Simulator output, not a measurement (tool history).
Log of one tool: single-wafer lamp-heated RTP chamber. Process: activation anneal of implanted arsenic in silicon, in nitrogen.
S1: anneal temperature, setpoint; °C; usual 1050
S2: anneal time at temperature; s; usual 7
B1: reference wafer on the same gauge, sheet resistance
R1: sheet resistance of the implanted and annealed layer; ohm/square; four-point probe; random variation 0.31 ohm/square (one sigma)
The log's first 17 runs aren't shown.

run	hour	S1	S2	B1	R1
18	860.6	1024	7	175.88	209.96
19	889.4	1050	7	175.88	206.56
# hour 946.4: pyrometer window cleaned and pyrometer calibrated
# hour 960.3: gauge calibrated
20	982.1	1036	7	175.99	210.26
21	1041.7	1038	10	176.02	207.25
22	1098.2	1050	10	175.97	205.57
# hour 1242.2: reflector plate cleaned
23	1307.6	1050	11	176	203.92
24	1354	1067	10	176.01	202.69
# hour 1422.2: pyrometer window cleaned and pyrometer calibrated
25	1460.1	1032	7	175.95	210.07

Run 26 comes next. What will it give?
26	1523	1042	5	?	?

Run 26 gave B1 176.03, R1 209.69 ohm/square.
Without the tool's hidden state the same run would have given R1 210.52 ohm/square.
